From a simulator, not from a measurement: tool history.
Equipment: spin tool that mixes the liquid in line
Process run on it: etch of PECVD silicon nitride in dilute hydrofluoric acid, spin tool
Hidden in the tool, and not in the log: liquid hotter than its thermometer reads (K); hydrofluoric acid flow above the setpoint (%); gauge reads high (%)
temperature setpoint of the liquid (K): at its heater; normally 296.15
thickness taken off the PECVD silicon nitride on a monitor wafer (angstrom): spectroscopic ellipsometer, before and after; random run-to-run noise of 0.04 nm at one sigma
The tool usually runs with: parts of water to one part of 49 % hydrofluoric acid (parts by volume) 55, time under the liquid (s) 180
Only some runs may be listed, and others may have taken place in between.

run,hour,temperature setpoint of the liquid (K),parts of water to one part of 49 % hydrofluoric acid (parts by volume),time under the liquid (s),wafers since the last listed run,hours since the thermometer was replaced,hours since the hydrofluoric acid flow meter was replaced,hours since the gauge calibration,"read-back film thickness of the PECVD silicon nitride reference wafer, read on the same gauge (nm)",thickness taken off the PECVD silicon nitride on a monitor wafer (angstrom)
1,0,296.15,55,180,0,1686.3,575.9,97.5,30.05,98.5
2,13.1,296.15,55,180,55,1699.4,589,110.6,29.98,97.9
3,26.6,296.15,55,180,56,1712.9,602.5,124.1,30.01,98.7
4,36.6,296.15,55,180,41,1722.9,612.5,134.1,30,100.3
5,54.6,296.15,55,180,75,1740.9,630.5,152.1,30.01,100.1
6,63.7,296.15,55,180,38,1750,639.6,161.2,30,100.5
7,81.2,296.15,55,180,73,1767.5,657.1,178.7,30.02,100.6
8,94.9,296.15,80,180,57,1781.2,670.8,192.4,30.01,69.6
9,112.2,296.15,55,180,72,1798.5,688.1,209.7,30.04,101.1
10,124.9,298.15,55,240,53,1811.2,700.8,222.4,30.02,155.1
11,132.4,296.15,40,180,31,1818.7,708.3,229.9,30.02,139
12,149.5,293.65,55,180,71,1835.8,725.4,247,29.98,86.5
# hour 160.3: gauge calibrated
13,197.3,296.15,55,180,200,1883.6,773.2,37,30.03,103.5
14,204.3,296.15,55,180,29,1890.6,780.2,44,30.05,104.5
# hour 210: hydrofluoric acid flow meter replaced
# hour 212.7: thermometer replaced
15,218.9,298.15,40,145,52,6.2,8.9,58.6,30.04,99.1
16,236.7,296.15,55,180,74,24,26.7,76.4,29.99,79.4
17,246,296.15,55,180,39,33.3,36,85.7,30,78.9
18,259.4,296.15,85,90,56,46.7,49.4,99.1,30,26
19,305.9,296.15,55,255,195,93.2,95.9,145.6,29.99,114.5

Here are 5 independent what-if runs from the current tool condition. What would each one return?
A,306.4,297.65,55,180,2,93.7,96.4,146.1,?,?
B,306.4,297.65,80,210,2,93.7,96.4,146.1,?,?
C,306.4,293.15,55,150,2,93.7,96.4,146.1,?,?
D,306.4,296.15,35,265,2,93.7,96.4,146.1,?,?
E,306.4,294.15,55,255,2,93.7,96.4,146.1,?,?

run,"read-back film thickness of the PECVD silicon nitride reference wafer, read on the same gauge (nm)",thickness taken off the PECVD silicon nitride on a monitor wafer (angstrom)
A,30,88.8
B,30,71.7
C,30,54.5
D,30,183.7
E,30,99.2
Without the tool's hidden state the same runs would have given:
run,thickness taken off the PECVD silicon nitride on a monitor wafer (angstrom)
A,85.7
B,69.1
C,52.5
D,177.1
E,95.7
